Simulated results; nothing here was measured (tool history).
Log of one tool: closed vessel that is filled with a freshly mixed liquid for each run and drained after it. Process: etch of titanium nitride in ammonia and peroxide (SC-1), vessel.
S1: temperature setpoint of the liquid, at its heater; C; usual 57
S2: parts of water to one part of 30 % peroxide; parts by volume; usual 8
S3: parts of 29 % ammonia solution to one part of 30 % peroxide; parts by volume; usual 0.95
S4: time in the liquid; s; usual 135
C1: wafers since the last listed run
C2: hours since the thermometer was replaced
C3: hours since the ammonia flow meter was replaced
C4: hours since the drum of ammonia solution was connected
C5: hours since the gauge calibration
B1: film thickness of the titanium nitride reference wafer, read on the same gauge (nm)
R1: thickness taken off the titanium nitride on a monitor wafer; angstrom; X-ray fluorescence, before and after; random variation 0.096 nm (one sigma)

run,day,S1,S2,S3,S4,C1,C2,C3,C4,C5,B1,R1
1,0,57,8,0.95,135,0,2211.5,1245.6,1178.6,45.3,99.99,256.8
2,0.617,57,8,0.95,135,1138,2226.3,1260.4,1193.4,60.1,99.99,255.3
3,0.996,57,6,0.95,135,700,2235.4,1269.5,1202.5,69.2,100.01,293.4
4,1.596,57,8,0.95,155,1108,2249.8,1283.9,1216.9,83.6,100.01,296.9
5,2.204,57,8,0.95,155,1123,2264.4,1298.5,1231.5,98.2,99.99,295.8
6,2.862,57,8,0.95,155,1215,2280.2,1314.3,1247.3,114,100,296
7,3.579,57,8,0.95,135,1323,2297.4,1331.5,1264.5,131.2,100,260.7
8,3.875,57,8,0.95,135,546,2304.5,1338.6,1271.6,138.3,100,259.8
# day 4.408: gauge calibrated
9,4.575,61.5,8,0.95,135,1292,2321.3,1355.4,1288.4,4,99.99,347.1
10,4.892,61.5,8,0.95,135,584,2328.9,1363,1296,11.6,99.99,345
11,5.375,57,8,1.2,135,892,2340.5,1374.6,1307.6,23.2,100.01,268.4
12,5.638,57,5,0.95,135,484,2346.8,1380.9,1313.9,29.5,100,320.6
13,6.108,62.5,12,0.95,135,869,2358.1,1392.2,1325.2,40.8,100.01,302.7
# day 6.592: new drum of ammonia solution connected
14,6.833,57,8,0.95,135,1261,2375.5,1409.6,5.8,58.2,99.99,259.7
# day 6.875: thermometer replaced
15,7.554,57,8,0.95,155,1254,16.3,1426.9,23.1,75.5,100.01,246.4
16,8.071,57,6.5,1.2,105,954,28.7,1439.3,35.5,87.9,99.99,189.3
17,8.604,47.5,6,0.95,135,984,41.5,1452.1,48.3,100.7,100,128.7
18,9.167,51.5,5,0.95,135,1038,55,1465.6,61.8,114.2,100.01,186.1
# day 9.321: ammonia flow meter replaced
# day 10.683: gauge calibrated
19,11.188,48,8,0.95,195,3654,103.5,44.8,110.3,12.1,100,167.8

The next listed run, before its measurement:
20,11.546,57,5.5,0.95,135,661,112.1,53.4,118.9,20.7,?,?

B1: 99.99
R1: 257.1 angstrom
Without the tool's hidden state the same run would have given R1 254.2 angstrom.
